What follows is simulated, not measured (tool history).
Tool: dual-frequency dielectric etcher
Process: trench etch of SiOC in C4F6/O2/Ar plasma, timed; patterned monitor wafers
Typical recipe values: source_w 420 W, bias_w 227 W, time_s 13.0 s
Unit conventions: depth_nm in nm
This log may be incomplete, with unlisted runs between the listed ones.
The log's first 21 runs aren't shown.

| run | day | source_w | bias_w | time_s | wafers since the last listed run | hours since the last wet clean | hours since the last source power generator calibration | hours since the last bias power generator calibration | hours since the last upper electrode change | hours since the gauge calibration | read-back reference wafer on the same gauge, depth_nm | depth_nm |
|---|---|---|---|---|---|---|---|---|---|---|---|---|
| 22 | 25.742 | 350 | 191 | 13.0 | 316 | 366.1 | 95.2 | 64.0 | 258.1 | 346.8 | 27.69 | 26.77 |
|  | 26.788 | wet clean of the chamber |
| 23 | 27.067 | 320 | 227 | 13.0 | 87 | 6.7 | 127.0 | 95.8 | 289.9 | 378.6 | 27.70 | 28.42 |
| 24 | 28.371 | 350 | 257 | 9.0 | 349 | 38.0 | 158.3 | 127.1 | 321.2 | 409.9 | 27.77 | 21.93 |
| 25 | 29.254 | 420 | 227 | 13.0 | 236 | 59.2 | 179.5 | 148.3 | 342.4 | 431.1 | 27.70 | 31.31 |
| 26 | 30.367 | 420 | 227 | 15.5 | 297 | 85.9 | 206.2 | 175.0 | 369.1 | 457.8 | 27.69 | 37.63 |
| 27 | 31.158 | 510 | 177 | 14.5 | 211 | 104.9 | 225.2 | 194.0 | 388.1 | 476.8 | 27.74 | 32.67 |
| 28 | 32.050 | 420 | 205 | 15.5 | 238 | 126.3 | 246.6 | 215.4 | 409.5 | 498.2 | 27.61 | 35.23 |
| 29 | 34.671 | 420 | 227 | 13.0 | 701 | 189.2 | 309.5 | 278.3 | 472.4 | 561.1 | 27.67 | 30.89 |
| 30 | 35.925 | 470 | 252 | 14.0 | 335 | 219.3 | 339.6 | 308.4 | 502.5 | 591.2 | 27.71 | 36.81 |
| 31 | 37.092 | 420 | 275 | 13.0 | 312 | 247.3 | 367.6 | 336.4 | 530.5 | 619.2 | 27.75 | 34.41 |

Branching from run 31: 3 alternative next runs. What would each branch give?
| A | 37.108 | 420 | 227 | 13.0 | 4 | 247.7 | 368.0 | 336.8 | 530.9 | 619.6 | ? | ? |
| B | 37.108 | 490 | 268 | 13.0 | 4 | 247.7 | 368.0 | 336.8 | 530.9 | 619.6 | ? | ? |
| C | 37.108 | 420 | 263 | 13.0 | 4 | 247.7 | 368.0 | 336.8 | 530.9 | 619.6 | ? | ? |

| run | read-back reference wafer on the same gauge, depth_nm | depth_nm |
|---|---|---|
| A | 27.72 | 31.40 |
| B | 27.72 | 36.17 |
| C | 27.72 | 33.90 |
Had the tool no hidden state, the same runs would have come out as:
| run | depth_nm |
|---|---|
| A | 31.40 |
| B | 36.17 |
| C | 33.90 |

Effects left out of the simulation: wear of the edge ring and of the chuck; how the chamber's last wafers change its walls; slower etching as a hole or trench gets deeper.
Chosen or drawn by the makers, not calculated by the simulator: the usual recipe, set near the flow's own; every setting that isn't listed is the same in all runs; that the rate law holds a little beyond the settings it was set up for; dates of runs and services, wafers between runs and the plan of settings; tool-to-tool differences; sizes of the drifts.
